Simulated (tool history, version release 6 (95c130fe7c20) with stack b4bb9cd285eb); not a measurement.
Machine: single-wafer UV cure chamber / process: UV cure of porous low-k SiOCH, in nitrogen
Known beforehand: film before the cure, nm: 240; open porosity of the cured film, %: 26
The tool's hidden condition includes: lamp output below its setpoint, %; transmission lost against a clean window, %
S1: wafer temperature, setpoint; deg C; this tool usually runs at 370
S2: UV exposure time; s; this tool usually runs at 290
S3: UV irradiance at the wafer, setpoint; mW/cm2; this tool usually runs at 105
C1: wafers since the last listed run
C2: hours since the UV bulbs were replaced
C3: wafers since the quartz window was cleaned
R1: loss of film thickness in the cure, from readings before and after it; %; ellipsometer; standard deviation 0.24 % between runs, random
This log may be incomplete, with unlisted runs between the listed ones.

run   hour   S1   S2   S3   C1      C2    C3      R1
  1      0  378  290   94    0  1247.3   977  15.133
  2   37.6  370  290  105  199  1284.9  1177  14.979
  3  101.6  370  290  105  340  1348.9  1518  15.157
  4  154.4  370  290  105  280  1401.7  1798  15.054
  5  191.3  370  290  116  196  1438.6  1995  15.451
  6  235.4  370  245  105  234  1482.7  2229  14.097
  7  270.4  370  245  105  186  1517.7  2415  13.785
  8  315.2  370  215   83  238  1562.5  2653  11.975
  9  358.7  370  215   83  231    1606  2885  11.924
 10  398.2  370  290  105  210  1645.5  3095  14.322
 11  425.1  370  290  105  143  1672.4  3238  14.489
 12  464.6  370  290  105  210  1711.9  3448  14.552
 13  517.2  370  245  105  279  1764.5  3727  13.672
     556.9  -- quartz window cleaned
     558.1  -- UV bulbs replaced
 14  558.6  370  430   67  171     0.5     2  14.711
 15  581.4  361  200   73  121    23.3   124  11.221
 16  625.2  358  385  105  232    67.1   356  16.448

The next listed run, before its measurement:
 17   661  377  290  105  190  102.9  547   ?

{"run 17": {"R1": 15.275}}
With the hidden condition absent and the run-to-run variation left alone, this run would have shown R1 15.701 %.

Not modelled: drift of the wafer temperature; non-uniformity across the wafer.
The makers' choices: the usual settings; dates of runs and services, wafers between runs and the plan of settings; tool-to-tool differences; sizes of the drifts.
